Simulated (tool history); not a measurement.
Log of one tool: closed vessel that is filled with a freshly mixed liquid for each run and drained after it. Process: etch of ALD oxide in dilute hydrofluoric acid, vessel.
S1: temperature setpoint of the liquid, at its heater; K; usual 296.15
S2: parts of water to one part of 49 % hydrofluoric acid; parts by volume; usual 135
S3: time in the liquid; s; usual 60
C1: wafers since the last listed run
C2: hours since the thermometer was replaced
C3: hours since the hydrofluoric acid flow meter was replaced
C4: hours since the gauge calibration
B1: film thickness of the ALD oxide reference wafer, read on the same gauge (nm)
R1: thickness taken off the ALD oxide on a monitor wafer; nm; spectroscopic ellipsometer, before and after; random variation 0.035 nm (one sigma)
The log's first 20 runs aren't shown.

run,hour,S1,S2,S3,C1,C2,C3,C4,B1,R1
21,319.2,294.65,135,60,1644,887.6,138.1,139.9,99.96,9.16
22,336,296.15,135,60,2361,904.4,154.9,156.7,100.02,9.62
23,348.4,296.15,135,60,1742,916.8,167.3,169.1,100.02,9.67
24,355.3,292.65,135,60,969,923.7,174.2,176,100.01,8.37
25,372.9,296.15,90,45,2473,941.3,191.8,193.6,99.94,11.44
26,389.8,296.15,135,75,2375,958.2,208.7,210.5,99.98,11.95
27,401.7,298.15,135,40,1672,970.1,220.6,222.4,100.02,6.92
# hour 415.6: thermometer replaced
28,416.1,298.15,95,75,1883,0.5,235,236.8,100.01,19.34
29,431,296.15,135,60,2094,15.4,249.9,251.7,99.95,9.59
30,448.2,296.15,135,60,2417,32.6,267.1,268.9,100.01,9.64
31,493.2,301.15,200,85,6325,77.6,312.1,313.9,99.98,10.21
32,509,293.15,65,60,2220,93.4,327.9,329.7,100.02,19.02
33,517.2,291.65,135,60,1152,101.6,336.1,337.9,99.99,8.02
34,534.6,296.15,100,45,2445,119,353.5,355.3,99.98,10.09

4 ways to go on from here, each from the tool as it stands after run 34. What would each give?
A,535.3,296.15,135,45,98,119.7,354.2,356,?,?
B,535.3,300.65,175,40,98,119.7,354.2,356,?,?
C,535.3,291.65,135,50,98,119.7,354.2,356,?,?
D,535.3,296.15,135,70,98,119.7,354.2,356,?,?

run,B1,R1
A,99.99,7.17
B,99.99,5.55
C,99.99,6.66
D,99.99,11.15
Without the tool's hidden state the same runs would have given:
run,R1
A,7.28
B,5.64
C,6.76
D,11.33

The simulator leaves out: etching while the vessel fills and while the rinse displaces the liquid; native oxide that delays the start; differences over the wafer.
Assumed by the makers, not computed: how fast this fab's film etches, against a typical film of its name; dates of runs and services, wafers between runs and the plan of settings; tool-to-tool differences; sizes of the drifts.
